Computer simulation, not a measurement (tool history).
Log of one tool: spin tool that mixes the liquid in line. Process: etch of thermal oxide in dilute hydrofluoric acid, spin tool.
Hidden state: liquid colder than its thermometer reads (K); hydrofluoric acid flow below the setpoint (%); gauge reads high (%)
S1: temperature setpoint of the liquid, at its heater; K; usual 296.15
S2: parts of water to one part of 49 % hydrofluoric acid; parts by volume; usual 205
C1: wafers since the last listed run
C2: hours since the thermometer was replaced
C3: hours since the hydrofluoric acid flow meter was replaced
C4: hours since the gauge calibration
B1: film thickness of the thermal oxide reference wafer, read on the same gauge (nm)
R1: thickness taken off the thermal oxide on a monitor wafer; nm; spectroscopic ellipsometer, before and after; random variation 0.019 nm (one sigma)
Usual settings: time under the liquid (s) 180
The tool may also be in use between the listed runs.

Run 1, day 0: usual settings but time under the liquid (s) 155; C1 0; C2 966.2; C3 643; C4 77; B1 49.995. Result: R1 2.851 nm.
Run 2, day 2.275: usual settings; C1 286; C2 1020.8; C3 697.6; C4 131.6; B1 50.003. Result: R1 3.368 nm.
Run 3, day 4.658: usual settings; C1 300; C2 1078; C3 754.8; C4 188.8; B1 50.017. Result: R1 3.303 nm.
Run 4, day 6.95: usual settings; C1 288; C2 1133; C3 809.8; C4 243.8; B1 49.988. Result: R1 3.3 nm.
Run 5, day 8.142: usual settings; C1 150; C2 1161.6; C3 838.4; C4 272.4; B1 50.012. Result: R1 3.324 nm.
Run 6, day 10.062: usual settings; C1 241; C2 1207.7; C3 884.5; C4 318.5; B1 50.016. Result: R1 3.302 nm.
Run 7, day 12.646: usual settings; C1 325; C2 1269.7; C3 946.5; C4 380.5; B1 49.983. Result: R1 3.252 nm.
Run 8, day 14.721: usual settings; C1 261; C2 1319.5; C3 996.3; C4 430.3; B1 49.994. Result: R1 3.336 nm.
Run 9, day 16.9: usual settings; C1 274; C2 1371.8; C3 1048.6; C4 482.6; B1 50.004. Result: R1 3.295 nm.
Run 10, day 19.462: usual settings but S2 180 parts by volume; C1 322; C2 1433.3; C3 1110.1; C4 544.1; B1 49.985. Result: R1 3.865 nm.
Run 11, day 22.004: usual settings but S2 180 parts by volume; C1 319; C2 1494.3; C3 1171.1; C4 605.1; B1 50.005. Result: R1 3.818 nm.
Run 12, day 24.446: usual settings but S2 180 parts by volume; C1 307; C2 1552.9; C3 1229.7; C4 663.7; B1 50.033. Result: R1 3.827 nm.
Run 13, day 25.821: usual settings; C1 173; C2 1585.9; C3 1262.7; C4 696.7; B1 50.029. Result: R1 3.272 nm.
Run 14, day 28.125: usual settings but S1 294.65 K, S2 255 parts by volume; C1 290; C2 1641.2; C3 1318; C4 752; B1 49.983. Result: R1 2.341 nm.
Run 15, day 30.242: usual settings but S2 155 parts by volume; C1 266; C2 1692; C3 1368.8; C4 802.8; B1 50.005. Result: R1 4.496 nm.
Run 16, day 31.579: usual settings; C1 168; C2 1724.1; C3 1400.9; C4 834.9; B1 50.011. Result: R1 3.251 nm.
Run 17, day 34.542: usual settings but S2 150 parts by volume; C1 372; C2 1795.2; C3 1472; C4 906; B1 49.993. Result: R1 4.703 nm.
Run 18, day 35.6: usual settings; C1 133; C2 1820.6; C3 1497.4; C4 931.4; B1 50.017. Result: R1 3.236 nm.
Run 19, day 38.062: usual settings but S1 299.65 K; C1 310; C2 1879.7; C3 1556.5; C4 990.5; B1 50.013. Result: R1 3.65 nm.
Run 20, day 40.583: usual settings; C1 317; C2 1940.2; C3 1617; C4 1051; B1 49.986. Result: R1 3.193 nm.
Run 21, day 41.612: usual settings but S2 135 parts by volume; C1 129; C2 1964.9; C3 1641.7; C4 1075.7; B1 49.999. Result: R1 5.241 nm.
Run 22, day 44.608: usual settings but S1 293.65 K, S2 180 parts by volume, time under the liquid (s) 145; C1 377; C2 2036.8; C3 1713.6; C4 1147.6; B1 49.998. Result: R1 2.763 nm.
At day 45.083: thermometer replaced.
Run 23, day 47.517: usual settings but S1 298.65 K, S2 240 parts by volume; C1 360; C2 58.4; C3 1783.4; C4 1217.4; B1 50.03. Result: R1 3.01 nm.
At day 48.046: hydrofluoric acid flow meter replaced.
Run 24, day 48.567: usual settings but S1 299.65 K, S2 125 parts by volume; C1 126; C2 83.6; C3 12.5; C4 1242.6; B1 50.012. Result: R1 7.073 nm.
At day 48.929: gauge calibrated.
Run 25, day 50: usual settings but S1 298.65 K; C1 180; C2 118; C3 46.9; C4 25.7; B1 50.001. Result: R1 3.772 nm.
Run 26, day 52.358: usual settings but S1 293.65 K, S2 280 parts by volume; C1 296; C2 174.6; C3 103.5; C4 82.3; B1 49.974. Result: R1 2.14 nm.
Run 27, day 53.579: usual settings but S1 299.15 K, S2 235 parts by volume, time under the liquid (s) 265; C1 153; C2 203.9; C3 132.8; C4 111.6; B1 50.003. Result: R1 4.757 nm.
Run 28, day 54.804: usual settings; C1 154; C2 233.3; C3 162.2; C4 141; B1 50.029. Result: R1 3.453 nm.
Run 29, day 56.642: usual settings but S1 298.65 K, S2 295 parts by volume, time under the liquid (s) 225; C1 231; C2 277.4; C3 206.3; C4 185.1; B1 49.986. Result: R1 2.979 nm.
Run 30, day 58.529: usual settings; C1 237; C2 322.7; C3 251.6; C4 230.4; B1 49.995. Result: R1 3.419 nm.
Run 31, day 60.679: usual settings but S2 180 parts by volume, time under the liquid (s) 70; C1 270; C2 374.3; C3 303.2; C4 282; B1 49.992. Result: R1 1.565 nm.
Run 32, day 63.179: usual settings but time under the liquid (s) 240; C1 314; C2 434.3; C3 363.2; C4 342; B1 50.027. Result: R1 4.583 nm.

Some steps in R1 between neighbouring runs. How much of each would the tool show without its hidden state too (settings, what came in, random variation), and how much is left for the hidden state, with any gauge scatter that isn't in both results?
Run 14 -> 15: S1 294.65 -> 296.15, S2 255 -> 155. R1 +2.155 nm: hidden state -0.175, all else +2.33.
Run 20 -> 21: S2 205 -> 135. R1 +2.048 nm: hidden state -0.192, all else +2.24.
Run 21 -> 22: S1 296.15 -> 293.65, S2 135 -> 180, time under the liquid (s) 180 -> 145. R1 -2.478 nm: hidden state +0.213, all else -2.691.
Run 23 -> 24: S1 298.65 -> 299.65, S2 240 -> 125, hydrofluoric acid flow meter replaced. R1 +4.063 nm: hidden state +0.058, all else +4.005.
Run 24 -> 25: S1 299.65 -> 298.65, S2 125 -> 205, gauge calibrated. R1 -3.301 nm: hidden state +0.037, all else -3.338.
Run 31 -> 32: S2 180 -> 205, time under the liquid (s) 70 -> 240. R1 +3.018 nm: hidden state -0.08, all else +3.098.
